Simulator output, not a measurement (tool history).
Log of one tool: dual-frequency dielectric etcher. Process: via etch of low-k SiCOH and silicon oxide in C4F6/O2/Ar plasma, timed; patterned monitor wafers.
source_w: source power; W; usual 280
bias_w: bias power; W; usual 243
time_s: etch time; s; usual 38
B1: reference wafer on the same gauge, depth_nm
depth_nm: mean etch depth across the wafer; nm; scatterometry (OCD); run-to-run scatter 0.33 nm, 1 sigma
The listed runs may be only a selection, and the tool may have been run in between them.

Run 1, hour 0: usual settings but bias_w 288 W, time_s 29.5 s; B1 101.1. Result: depth_nm 76.3 nm.
Run 2, hour 10.2: usual settings but bias_w 288 W, time_s 29.5 s; B1 101. Result: depth_nm 76.3 nm.
Run 3, hour 27.4: usual settings but bias_w 288 W, time_s 29.5 s; B1 101.1. Result: depth_nm 76.3 nm.
Run 4, hour 45.1: usual settings but bias_w 267 W, time_s 33 s; B1 101.1. Result: depth_nm 82.8 nm.
Run 5, hour 58.3: usual settings but time_s 33.5 s; B1 101. Result: depth_nm 81 nm.
Run 6, hour 75.5: usual settings but time_s 33.5 s; B1 101.2. Result: depth_nm 80.9 nm.
At hour 101.8: upper electrode replaced.
Run 7, hour 102.3: usual settings but time_s 33.5 s; B1 101. Result: depth_nm 80.5 nm.
Run 8, hour 102.7: usual settings; B1 101.1. Result: depth_nm 91.4 nm.
Run 9, hour 109: usual settings; B1 101.2. Result: depth_nm 91.7 nm.
Run 10, hour 121.9: usual settings; B1 101. Result: depth_nm 91.1 nm.
Run 11, hour 139: usual settings but time_s 46.5 s; B1 101. Result: depth_nm 111.8 nm.
Run 12, hour 156.9: usual settings but bias_w 205 W, time_s 43 s; B1 101. Result: depth_nm 95.6 nm.
At hour 166.9: gauge calibrated.
Run 13, hour 174.3: usual settings but bias_w 292 W, time_s 26.5 s; B1 101.2. Result: depth_nm 68.4 nm.
Run 14, hour 180.9: usual settings but source_w 310 W, time_s 44 s; B1 101.1. Result: depth_nm 109.1 nm.
Run 15, hour 192.4: usual settings but source_w 320 W, time_s 49.5 s; B1 101.1. Result: depth_nm 123.7 nm.
Run 16, hour 202.7: usual settings but source_w 260 W, bias_w 259 W, time_s 29 s; B1 101.1. Result: depth_nm 69.5 nm.
Run 17, hour 218: usual settings; B1 101.1. Result: depth_nm 91 nm.
At hour 225.7: bias power generator calibrated.
Run 18, hour 231.7: usual settings but time_s 28 s; B1 101.2. Result: depth_nm 67 nm.
Run 19, hour 242.5: usual settings; B1 101.2. Result: depth_nm 91 nm.
Run 20, hour 250.9: usual settings but time_s 47.5 s; B1 101.1. Result: depth_nm 114 nm.
Run 21, hour 257.4: usual settings but source_w 220 W, bias_w 292 W; B1 101.1. Result: depth_nm 91.3 nm.
At hour 264.5: source power generator calibrated.
At hour 290.4: wet clean of the chamber.
Run 22, hour 290.9: usual settings; B1 101. Result: depth_nm 92.8 nm.
Run 23, hour 291.2: usual settings but source_w 260 W, bias_w 191 W, time_s 41.5 s; B1 101. Result: depth_nm 89.4 nm.
Run 24, hour 326: usual settings but source_w 310 W, bias_w 225 W, time_s 32.5 s; B1 101.1. Result: depth_nm 79.3 nm.
Run 25, hour 343.6: usual settings; B1 101. Result: depth_nm 92.6 nm.
Run 26, hour 361.2: usual settings but source_w 300 W, bias_w 298 W, time_s 42 s; B1 101.1. Result: depth_nm 113.1 nm.
Run 27, hour 374.3: usual settings but source_w 260 W, bias_w 271 W, time_s 28 s; B1 101. Result: depth_nm 69.6 nm.
Run 28, hour 385.5: usual settings but source_w 300 W; B1 101.2. Result: depth_nm 93.9 nm.
Run 29, hour 399.1: usual settings but source_w 260 W, bias_w 191 W, time_s 41.5 s; B1 101. Result: depth_nm 89.1 nm.

A few steps of depth_nm between consecutive runs. Split each: what settings, incoming material and random variation would produce without the hidden state, and what is left over for the hidden state, along with gauge scatter present in only one of the two compared results (measured, and without hidden state):
The hidden state here: etch rate over this chamber's usual, %; source power that arrives over what is set, %; bias power that arrives over what is set, %; gauge reads high (%).
Run 15 -> 16: source_w 320 -> 260, bias_w 243 -> 259, time_s 49.5 -> 29. depth_nm -54.2 nm: hidden state +0.8, all else -55.
Run 21 -> 22: source_w 220 -> 280, bias_w 292 -> 243, source power generator calibrated, wet clean of the chamber. depth_nm +1.5 nm: hidden state +1.7, all else -0.2.
Run 26 -> 27: source_w 300 -> 260, bias_w 298 -> 271, time_s 42 -> 28. depth_nm -43.5 nm: hidden state +0, all else -43.5.

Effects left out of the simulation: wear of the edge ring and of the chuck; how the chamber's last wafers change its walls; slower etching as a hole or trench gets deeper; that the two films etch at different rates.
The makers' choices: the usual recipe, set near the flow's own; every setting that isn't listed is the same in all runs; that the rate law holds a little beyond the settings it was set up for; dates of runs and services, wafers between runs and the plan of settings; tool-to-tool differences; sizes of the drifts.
